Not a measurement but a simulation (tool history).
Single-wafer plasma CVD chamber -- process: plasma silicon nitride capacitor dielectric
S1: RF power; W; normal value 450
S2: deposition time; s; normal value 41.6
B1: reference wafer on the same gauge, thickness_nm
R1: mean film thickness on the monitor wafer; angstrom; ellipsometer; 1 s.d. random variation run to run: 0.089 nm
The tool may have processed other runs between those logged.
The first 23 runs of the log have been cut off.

run,hour,S1,S2,B1,R1
24,312.6,480,45.6,68.870,660.48
25,322.3,450,45.6,68.856,650.07
26,333.7,430,35.0,68.828,492.22
27,350.9,405,49.5,68.796,684.83
28,357.8,405,46.9,68.821,650.21
29,374.3,375,47.6,68.728,645.43
30,385.8,375,45.2,68.730,612.04
31,400.8,485,45.4,68.743,657.93

What if the next run were any one of these 5? Each begins from the tool's condition after run 31:
A,401.2,450,37.8,?,?
B,401.2,365,44.5,?,?
C,401.2,360,47.8,?,?
D,401.2,530,41.6,?,?
E,401.2,375,49.1,?,?

run,B1,R1
A,68.760,537.54
B,68.760,599.55
C,68.760,641.76
D,68.760,617.72
E,68.760,666.09
Stripped of hidden state, with their random variation kept, the same runs would have yielded:
run,R1
A,540.57
B,602.93
C,645.37
D,621.20
E,669.85
